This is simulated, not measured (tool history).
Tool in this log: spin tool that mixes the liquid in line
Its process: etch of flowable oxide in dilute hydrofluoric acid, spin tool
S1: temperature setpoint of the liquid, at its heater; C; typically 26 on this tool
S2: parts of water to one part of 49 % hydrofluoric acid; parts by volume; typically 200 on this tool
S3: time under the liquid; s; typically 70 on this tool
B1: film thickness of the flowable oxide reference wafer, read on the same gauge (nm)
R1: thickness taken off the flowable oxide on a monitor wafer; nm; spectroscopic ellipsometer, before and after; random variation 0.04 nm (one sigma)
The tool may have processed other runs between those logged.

run   hour  S1   S2   S3     B1     R1
  1    0.0  26  200   70  59.68  11.16
  2   70.1  26  200   70  59.56  11.10
  3  159.6  26  200   50  59.43   7.86
  4  202.7  23  200   70  59.31   9.88
  5  257.2  26  200   70  59.19  10.99
  6  299.6  26  200   70  59.04  10.97
  7  341.4  26  200   70  58.95  10.89
  8  423.4  26  200   70  58.68  10.93
  9  485.0  26  200   70  58.43  10.84
 10  529.0  29  140  105  58.25  27.70

For run 11, what comes out?
 11  565.9  26  140  85   ?   ?

B1: 58.11
R1: 19.99 nm
With the hidden condition absent and the run-to-run variation left alone, this run would have shown R1 20.64 nm.
